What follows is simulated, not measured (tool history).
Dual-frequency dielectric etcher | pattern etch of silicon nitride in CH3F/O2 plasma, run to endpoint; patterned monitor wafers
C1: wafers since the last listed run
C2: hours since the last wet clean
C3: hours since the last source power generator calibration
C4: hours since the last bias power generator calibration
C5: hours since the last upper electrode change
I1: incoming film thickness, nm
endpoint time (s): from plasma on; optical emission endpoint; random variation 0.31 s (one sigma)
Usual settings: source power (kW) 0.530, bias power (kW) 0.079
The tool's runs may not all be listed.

run 1 day=0.000 | source_power_(kW)=0.600 bias_power_(kW)=0.079 | C1=0 C2=321.2 C3=3018.7 C4=4416.4 C5=2307.2 | I1=105.5 | endpoint_time_(s)=99.9
run 2 day=1.329 | source_power_(kW)=0.530 bias_power_(kW)=0.079 | C1=202 C2=353.1 C3=3050.6 C4=4448.3 C5=2339.1 | I1=106.6 | endpoint_time_(s)=104.3
run 3 day=1.833 | source_power_(kW)=0.490 bias_power_(kW)=0.079 | C1=76 C2=365.2 C3=3062.7 C4=4460.4 C5=2351.2 | I1=107.6 | endpoint_time_(s)=108.7
run 4 day=2.338 | source_power_(kW)=0.490 bias_power_(kW)=0.079 | C1=76 C2=377.3 C3=3074.8 C4=4472.5 C5=2363.3 | I1=107.7 | endpoint_time_(s)=107.8
-- day=3.112 source power generator calibrated
-- day=3.858 upper electrode replaced
run 5 day=3.879 | source_power_(kW)=0.530 bias_power_(kW)=0.094 | C1=95 C2=414.3 C3=18.4 C4=4509.5 C5=0.5 | I1=107.4 | endpoint_time_(s)=100.1
run 6 day=3.892 | source_power_(kW)=0.530 bias_power_(kW)=0.094 | C1=1 C2=414.6 C3=18.7 C4=4509.8 C5=0.8 | I1=106.7 | endpoint_time_(s)=99.3
run 7 day=3.938 | source_power_(kW)=0.530 bias_power_(kW)=0.079 | C1=6 C2=415.7 C3=19.8 C4=4510.9 C5=1.9 | I1=106.6 | endpoint_time_(s)=105.2
run 8 day=4.475 | source_power_(kW)=0.530 bias_power_(kW)=0.091 | C1=81 C2=428.6 C3=32.7 C4=4523.8 C5=14.8 | I1=106.4 | endpoint_time_(s)=100.0
run 9 day=5.046 | source_power_(kW)=0.530 bias_power_(kW)=0.091 | C1=86 C2=442.3 C3=46.4 C4=4537.5 C5=28.5 | I1=107.3 | endpoint_time_(s)=101.1
run 10 day=5.496 | source_power_(kW)=0.440 bias_power_(kW)=0.070 | C1=68 C2=453.1 C3=57.2 C4=4548.3 C5=39.3 | I1=106.8 | endpoint_time_(s)=115.5
-- day=5.900 bias power generator calibrated
run 11 day=5.921 | source_power_(kW)=0.440 bias_power_(kW)=0.070 | C1=39 C2=463.3 C3=67.4 C4=0.5 C5=49.5 | I1=105.8 | endpoint_time_(s)=115.3
run 12 day=6.421 | source_power_(kW)=0.440 bias_power_(kW)=0.070 | C1=76 C2=475.3 C3=79.4 C4=12.5 C5=61.5 | I1=106.4 | endpoint_time_(s)=115.7
run 13 day=6.950 | source_power_(kW)=0.530 bias_power_(kW)=0.079 | C1=80 C2=488.0 C3=92.1 C4=25.2 C5=74.2 | I1=108.1 | endpoint_time_(s)=106.6
run 14 day=7.388 | source_power_(kW)=0.450 bias_power_(kW)=0.069 | C1=66 C2=498.5 C3=102.6 C4=35.7 C5=84.7 | I1=108.0 | endpoint_time_(s)=118.2
-- day=8.854 wet clean of the chamber
run 15 day=8.875 | source_power_(kW)=0.590 bias_power_(kW)=0.079 | C1=74 C2=0.5 C3=138.3 C4=71.4 C5=120.4 | I1=107.5 | endpoint_time_(s)=99.9
run 16 day=8.888 | source_power_(kW)=0.580 bias_power_(kW)=0.062 | C1=1 C2=0.8 C3=138.6 C4=71.7 C5=120.7 | I1=107.1 | endpoint_time_(s)=108.8
run 17 day=8.904 | source_power_(kW)=0.630 bias_power_(kW)=0.079 | C1=2 C2=1.2 C3=139.0 C4=72.1 C5=121.1 | I1=106.9 | endpoint_time_(s)=97.1
run 18 day=9.267 | source_power_(kW)=0.530 bias_power_(kW)=0.071 | C1=55 C2=9.9 C3=147.7 C4=80.8 C5=129.8 | I1=107.2 | endpoint_time_(s)=106.0
run 19 day=9.521 | source_power_(kW)=0.490 bias_power_(kW)=0.079 | C1=38 C2=16.0 C3=153.8 C4=86.9 C5=135.9 | I1=106.6 | endpoint_time_(s)=105.4
run 20 day=9.838 | source_power_(kW)=0.640 bias_power_(kW)=0.079 | C1=48 C2=23.6 C3=161.4 C4=94.5 C5=143.5 | I1=105.0 | endpoint_time_(s)=95.5
run 21 day=10.275 | source_power_(kW)=0.530 bias_power_(kW)=0.079 | C1=66 C2=34.1 C3=171.9 C4=105.0 C5=154.0 | I1=105.7 | endpoint_time_(s)=101.7
run 22 day=10.775 | source_power_(kW)=0.570 bias_power_(kW)=0.085 | C1=76 C2=46.1 C3=183.9 C4=117.0 C5=166.0 | I1=105.8 | endpoint_time_(s)=97.6
run 23 day=11.117 | source_power_(kW)=0.530 bias_power_(kW)=0.062 | C1=51 C2=54.3 C3=192.1 C4=125.2 C5=174.2 | I1=107.1 | endpoint_time_(s)=112.2
run 24 day=11.550 | source_power_(kW)=0.660 bias_power_(kW)=0.079 | C1=65 C2=64.7 C3=202.5 C4=135.6 C5=184.6 | I1=106.0 | endpoint_time_(s)=95.4
run 25 day=12.242 | source_power_(kW)=0.530 bias_power_(kW)=0.096 | C1=105 C2=81.3 C3=219.1 C4=152.2 C5=201.2 | I1=106.1 | endpoint_time_(s)=96.1
run 26 day=12.767 | source_power_(kW)=0.530 bias_power_(kW)=0.079 | C1=79 C2=93.9 C3=231.7 C4=164.8 C5=213.8 | I1=106.6 | endpoint_time_(s)=103.3
run 27 day=13.071 | source_power_(kW)=0.530 bias_power_(kW)=0.095 | C1=46 C2=101.2 C3=239.0 C4=172.1 C5=221.1 | I1=107.2 | endpoint_time_(s)=97.5
run 28 day=13.954 | source_power_(kW)=0.610 bias_power_(kW)=0.060 | C1=134 C2=122.4 C3=260.2 C4=193.3 C5=242.3 | I1=105.7 | endpoint_time_(s)=107.2
run 29 day=14.233 | source_power_(kW)=0.660 bias_power_(kW)=0.068 | C1=42 C2=129.1 C3=266.9 C4=200.0 C5=249.0 | I1=107.7 | endpoint_time_(s)=102.4
run 30 day=14.629 | source_power_(kW)=0.660 bias_power_(kW)=0.068 | C1=60 C2=138.6 C3=276.4 C4=209.5 C5=258.5 | I1=106.3 | endpoint_time_(s)=101.4
run 31 day=15.112 | source_power_(kW)=0.530 bias_power_(kW)=0.079 | C1=73 C2=150.2 C3=288.0 C4=221.1 C5=270.1 | I1=105.6 | endpoint_time_(s)=102.7
run 32 day=15.679 | source_power_(kW)=0.420 bias_power_(kW)=0.079 | C1=86 C2=163.8 C3=301.6 C4=234.7 C5=283.7 | I1=107.0 | endpoint_time_(s)=111.4
run 33 day=16.092 | source_power_(kW)=0.530 bias_power_(kW)=0.079 | C1=62 C2=173.7 C3=311.5 C4=244.6 C5=293.6 | I1=108.0 | endpoint_time_(s)=104.8
run 34 day=16.838 | source_power_(kW)=0.650 bias_power_(kW)=0.088 | C1=113 C2=191.6 C3=329.4 C4=262.5 C5=311.5 | I1=105.8 | endpoint_time_(s)=92.7

The tool's hidden state at each run:
source power that arrives over what is set, %: 0 in every run
bias power that arrives over what is set, %: 0 in every run
H1: etch rate over this chamber's usual, %
run=1 H1=-1.94
run=2 H1=-2.14
run=3 H1=-2.21
run=4 H1=-2.29
run=5 H1=-2.52
run=6 H1=-2.52
run=7 H1=-2.53
run=8 H1=-2.61
run=9 H1=-2.69
run=10 H1=-2.76
run=11 H1=-2.82
run=12 H1=-2.9
run=13 H1=-2.97
run=14 H1=-3.04
run=15 H1=0.0153
run=16 H1=0.0134
run=17 H1=0.0109
run=18 H1=-0.043
run=19 H1=-0.0809
run=20 H1=-0.128
run=21 H1=-0.193
run=22 H1=-0.268
run=23 H1=-0.318
run=24 H1=-0.383
run=25 H1=-0.486
run=26 H1=-0.564
run=27 H1=-0.609
run=28 H1=-0.741
run=29 H1=-0.782
run=30 H1=-0.841
run=31 H1=-0.913
run=32 H1=-0.998
run=33 H1=-1.06
run=34 H1=-1.17

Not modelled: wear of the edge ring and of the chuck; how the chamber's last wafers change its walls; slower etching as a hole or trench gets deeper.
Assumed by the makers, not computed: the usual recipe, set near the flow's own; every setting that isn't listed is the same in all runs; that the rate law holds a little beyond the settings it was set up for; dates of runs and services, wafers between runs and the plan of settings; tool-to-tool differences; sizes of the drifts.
